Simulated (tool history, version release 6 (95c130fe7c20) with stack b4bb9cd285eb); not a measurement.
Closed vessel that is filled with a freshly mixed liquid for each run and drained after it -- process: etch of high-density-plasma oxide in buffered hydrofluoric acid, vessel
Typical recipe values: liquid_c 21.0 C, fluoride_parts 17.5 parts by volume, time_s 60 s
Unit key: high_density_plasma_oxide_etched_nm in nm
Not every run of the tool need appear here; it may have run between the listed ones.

| run | hour | liquid_c | fluoride_parts | time_s | wafers since the last listed run | hours since the thermometer was replaced | hours since the hydrofluoric acid flow meter was replaced | hours since the gauge calibration | read-back film thickness of the high-density-plasma oxide reference wafer, read on the same gauge (nm) | high_density_plasma_oxide_etched_nm |
|---|---|---|---|---|---|---|---|---|---|---|
| 1 | 0.0 | 23.0 | 17.5 | 60 | 0 | 878.4 | 2293.6 | 273.1 | 130.00 | 56.14 |
| 2 | 17.4 | 21.0 | 21.0 | 45 | 2088 | 895.8 | 2311.0 | 290.5 | 130.01 | 31.49 |
| 3 | 30.1 | 21.0 | 21.0 | 45 | 1524 | 908.5 | 2323.7 | 303.2 | 129.99 | 31.95 |
| 4 | 56.0 | 21.0 | 21.0 | 45 | 3108 | 934.4 | 2349.6 | 329.1 | 129.99 | 31.87 |
| 5 | 75.6 | 21.0 | 17.5 | 60 | 2352 | 954.0 | 2369.2 | 348.7 | 130.00 | 49.56 |
| 6 | 99.3 | 21.0 | 17.5 | 60 | 2844 | 977.7 | 2392.9 | 372.4 | 130.00 | 50.04 |
| 7 | 116.7 | 21.0 | 17.5 | 60 | 2088 | 995.1 | 2410.3 | 389.8 | 130.01 | 49.72 |
| 8 | 136.0 | 21.0 | 17.5 | 60 | 2316 | 1014.4 | 2429.6 | 409.1 | 129.99 | 50.12 |
| 9 | 152.5 | 21.0 | 20.5 | 50 | 1980 | 1030.9 | 2446.1 | 425.6 | 130.00 | 35.70 |
| 10 | 174.5 | 21.0 | 20.5 | 50 | 2640 | 1052.9 | 2468.1 | 447.6 | 130.00 | 36.11 |
|  | 176.2 | hydrofluoric acid flow meter replaced |
| 11 | 196.1 | 21.0 | 20.5 | 50 | 2472 | 1074.5 | 19.9 | 469.2 | 130.02 | 35.99 |
| 12 | 230.9 | 19.0 | 20.5 | 50 | 4177 | 1109.3 | 54.7 | 504.0 | 130.00 | 32.02 |
| 13 | 252.7 | 21.0 | 17.5 | 60 | 2616 | 1131.1 | 76.5 | 525.8 | 130.00 | 50.12 |
| 14 | 268.3 | 21.0 | 17.5 | 60 | 1872 | 1146.7 | 92.1 | 541.4 | 130.00 | 50.07 |
|  | 273.7 | gauge calibrated |
| 15 | 302.1 | 21.0 | 17.5 | 90 | 4057 | 1180.5 | 125.9 | 28.4 | 130.00 | 74.64 |
|  | 334.0 | thermometer replaced |
| 16 | 337.8 | 21.0 | 17.5 | 60 | 4165 | 3.8 | 161.6 | 64.1 | 130.02 | 50.29 |
| 17 | 367.9 | 24.5 | 17.5 | 60 | 3613 | 33.9 | 191.7 | 94.2 | 130.00 | 60.79 |
| 18 | 389.2 | 21.0 | 24.0 | 60 | 2556 | 55.2 | 213.0 | 115.5 | 129.99 | 38.47 |
| 19 | 401.6 | 21.0 | 17.5 | 30 | 1488 | 67.6 | 225.4 | 127.9 | 129.99 | 25.18 |
| 20 | 432.5 | 24.5 | 17.5 | 35 | 3709 | 98.5 | 256.3 | 158.8 | 130.00 | 35.38 |
| 21 | 468.3 | 26.0 | 17.5 | 60 | 4297 | 134.3 | 292.1 | 194.6 | 130.00 | 65.98 |
| 22 | 485.7 | 21.0 | 17.5 | 40 | 2088 | 151.7 | 309.5 | 212.0 | 130.00 | 33.32 |

3 ways to go on from here, each from the tool as it stands after run 22. What would each give?
| A | 486.4 | 21.0 | 17.5 | 45 | 84 | 152.4 | 310.2 | 212.7 | ? | ? |
| B | 486.4 | 24.0 | 23.0 | 80 | 84 | 152.4 | 310.2 | 212.7 | ? | ? |
| C | 486.4 | 18.5 | 13.0 | 60 | 84 | 152.4 | 310.2 | 212.7 | ? | ? |

| run | read-back film thickness of the high-density-plasma oxide reference wafer, read on the same gauge (nm) | high_density_plasma_oxide_etched_nm |
|---|---|---|
| A | 130.01 | 37.50 |
| B | 130.01 | 62.64 |
| C | 130.01 | 58.20 |
The same runs, with their run-to-run variation unchanged, on a tool lacking any hidden condition would have given:
| run | high_density_plasma_oxide_etched_nm |
|---|---|
| A | 37.50 |
| B | 62.64 |
| C | 58.20 |
